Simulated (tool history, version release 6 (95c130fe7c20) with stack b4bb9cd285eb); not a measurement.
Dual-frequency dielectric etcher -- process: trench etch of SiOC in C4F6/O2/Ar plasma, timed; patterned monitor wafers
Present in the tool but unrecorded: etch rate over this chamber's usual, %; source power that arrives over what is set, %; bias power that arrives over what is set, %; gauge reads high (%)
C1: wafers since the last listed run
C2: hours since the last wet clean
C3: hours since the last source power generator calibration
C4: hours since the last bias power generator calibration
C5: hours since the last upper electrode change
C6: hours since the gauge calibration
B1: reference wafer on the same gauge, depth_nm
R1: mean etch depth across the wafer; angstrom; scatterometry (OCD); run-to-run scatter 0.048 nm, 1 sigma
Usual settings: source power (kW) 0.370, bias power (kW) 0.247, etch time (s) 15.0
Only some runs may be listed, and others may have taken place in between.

{"run": 1, "hour": 0.0, "source power (kW)": 0.37, "bias power (kW)": 0.247, "etch time (s)": 15.0, "C1": 0, "C2": 158.0, "C3": 1824.2, "C4": 1896.1, "C5": 2402.9, "C6": 172.8, "B1": 31.37, "R1": 325.3}
{"run": 2, "hour": 101.0, "source power (kW)": 0.37, "bias power (kW)": 0.247, "etch time (s)": 15.0, "C1": 1800, "C2": 259.0, "C3": 1925.2, "C4": 1997.1, "C5": 2503.9, "C6": 273.8, "B1": 31.39, "R1": 326.7}
{"run": 3, "hour": 116.7, "source power (kW)": 0.37, "bias power (kW)": 0.247, "etch time (s)": 15.0, "C1": 279, "C2": 274.7, "C3": 1940.9, "C4": 2012.8, "C5": 2519.6, "C6": 289.5, "B1": 31.39, "R1": 327.3}
{"run": 4, "hour": 131.9, "source power (kW)": 0.37, "bias power (kW)": 0.273, "etch time (s)": 15.0, "C1": 270, "C2": 289.9, "C3": 1956.1, "C4": 2028.0, "C5": 2534.8, "C6": 304.7, "B1": 31.39, "R1": 341.2}
{"run": 5, "hour": 163.3, "source power (kW)": 0.37, "bias power (kW)": 0.247, "etch time (s)": 15.0, "C1": 559, "C2": 321.3, "C3": 1987.5, "C4": 2059.4, "C5": 2566.2, "C6": 336.1, "B1": 31.39, "R1": 327.7}
{"hour": 165.8, "done": "gauge calibrated"}
{"run": 6, "hour": 187.8, "source power (kW)": 0.37, "bias power (kW)": 0.247, "etch time (s)": 15.0, "C1": 436, "C2": 345.8, "C3": 2012.0, "C4": 2083.9, "C5": 2590.7, "C6": 22.0, "B1": 31.38, "R1": 328.6}
{"hour": 206.6, "done": "source power generator calibrated"}
{"run": 7, "hour": 210.4, "source power (kW)": 0.37, "bias power (kW)": 0.247, "etch time (s)": 15.0, "C1": 331, "C2": 368.4, "C3": 3.8, "C4": 2106.5, "C5": 2613.3, "C6": 44.6, "B1": 31.39, "R1": 320.7}
{"hour": 248.9, "done": "wet clean of the chamber"}
{"run": 8, "hour": 249.4, "source power (kW)": 0.37, "bias power (kW)": 0.221, "etch time (s)": 15.0, "C1": 267, "C2": 0.5, "C3": 42.8, "C4": 2145.5, "C5": 2652.3, "C6": 83.6, "B1": 31.4, "R1": 302.8}
{"run": 9, "hour": 259.8, "source power (kW)": 0.37, "bias power (kW)": 0.221, "etch time (s)": 15.0, "C1": 185, "C2": 10.9, "C3": 53.2, "C4": 2155.9, "C5": 2662.7, "C6": 94.0, "B1": 31.39, "R1": 303.5}
{"run": 10, "hour": 273.3, "source power (kW)": 0.37, "bias power (kW)": 0.247, "etch time (s)": 15.0, "C1": 240, "C2": 24.4, "C3": 66.7, "C4": 2169.4, "C5": 2676.2, "C6": 107.5, "B1": 31.41, "R1": 317.4}
{"run": 11, "hour": 305.4, "source power (kW)": 0.37, "bias power (kW)": 0.247, "etch time (s)": 15.0, "C1": 572, "C2": 56.5, "C3": 98.8, "C4": 2201.5, "C5": 2708.3, "C6": 139.6, "B1": 31.37, "R1": 317.6}
{"hour": 330.8, "done": "bias power generator calibrated"}
{"hour": 339.8, "done": "upper electrode replaced"}
{"run": 12, "hour": 341.0, "source power (kW)": 0.37, "bias power (kW)": 0.227, "etch time (s)": 15.0, "C1": 403, "C2": 92.1, "C3": 134.4, "C4": 10.2, "C5": 1.2, "C6": 175.2, "B1": 31.41, "R1": 306.8}
{"run": 13, "hour": 367.5, "source power (kW)": 0.43, "bias power (kW)": 0.194, "etch time (s)": 11.0, "C1": 472, "C2": 118.6, "C3": 160.9, "C4": 36.7, "C5": 27.7, "C6": 201.7, "B1": 31.41, "R1": 226.9}
{"run": 14, "hour": 401.7, "source power (kW)": 0.34, "bias power (kW)": 0.194, "etch time (s)": 15.0, "C1": 609, "C2": 152.8, "C3": 195.1, "C4": 70.9, "C5": 61.9, "C6": 235.9, "B1": 31.41, "R1": 277.0}
{"run": 15, "hour": 419.7, "source power (kW)": 0.33, "bias power (kW)": 0.247, "etch time (s)": 15.0, "C1": 320, "C2": 170.8, "C3": 213.1, "C4": 88.9, "C5": 79.9, "C6": 253.9, "B1": 31.4, "R1": 302.5}
{"run": 16, "hour": 450.5, "source power (kW)": 0.34, "bias power (kW)": 0.194, "etch time (s)": 15.0, "C1": 549, "C2": 201.6, "C3": 243.9, "C4": 119.7, "C5": 110.7, "C6": 284.7, "B1": 31.4, "R1": 277.5}
{"run": 17, "hour": 462.7, "source power (kW)": 0.42, "bias power (kW)": 0.247, "etch time (s)": 15.0, "C1": 217, "C2": 213.8, "C3": 256.1, "C4": 131.9, "C5": 122.9, "C6": 296.9, "B1": 31.37, "R1": 338.8}
{"run": 18, "hour": 492.7, "source power (kW)": 0.3, "bias power (kW)": 0.279, "etch time (s)": 15.0, "C1": 534, "C2": 243.8, "C3": 286.1, "C4": 161.9, "C5": 152.9, "C6": 326.9, "B1": 31.41, "R1": 304.7}
{"run": 19, "hour": 510.4, "source power (kW)": 0.37, "bias power (kW)": 0.247, "etch time (s)": 15.0, "C1": 315, "C2": 261.5, "C3": 303.8, "C4": 179.6, "C5": 170.6, "C6": 344.6, "B1": 31.41, "R1": 321.3}
{"run": 20, "hour": 528.5, "source power (kW)": 0.43, "bias power (kW)": 0.247, "etch time (s)": 15.0, "C1": 322, "C2": 279.6, "C3": 321.9, "C4": 197.7, "C5": 188.7, "C6": 362.7, "B1": 31.4, "R1": 343.6}

3 ways to go on from here, each from the tool as it stands after run 20. What would each give?
{"run": "A", "hour": 528.9, "source power (kW)": 0.37, "bias power (kW)": 0.247, "etch time (s)": 15.0, "C1": 7, "C2": 280.0, "C3": 322.3, "C4": 198.1, "C5": 189.1, "C6": 363.1, "B1": "?", "R1": "?"}
{"run": "B", "hour": 528.9, "source power (kW)": 0.37, "bias power (kW)": 0.283, "etch time (s)": 15.0, "C1": 7, "C2": 280.0, "C3": 322.3, "C4": 198.1, "C5": 189.1, "C6": 363.1, "B1": "?", "R1": "?"}
{"run": "C", "hour": 528.9, "source power (kW)": 0.37, "bias power (kW)": 0.187, "etch time (s)": 10.5, "C1": 7, "C2": 280.0, "C3": 322.3, "C4": 198.1, "C5": 189.1, "C6": 363.1, "B1": "?", "R1": "?"}

run=A B1=31.39 R1=321.2
run=B B1=31.39 R1=339.8
run=C B1=31.39 R1=200.3
With no hidden state in the tool, these same runs would have given:
run=A R1=317.9
run=B R1=336.3
run=C R1=198.3
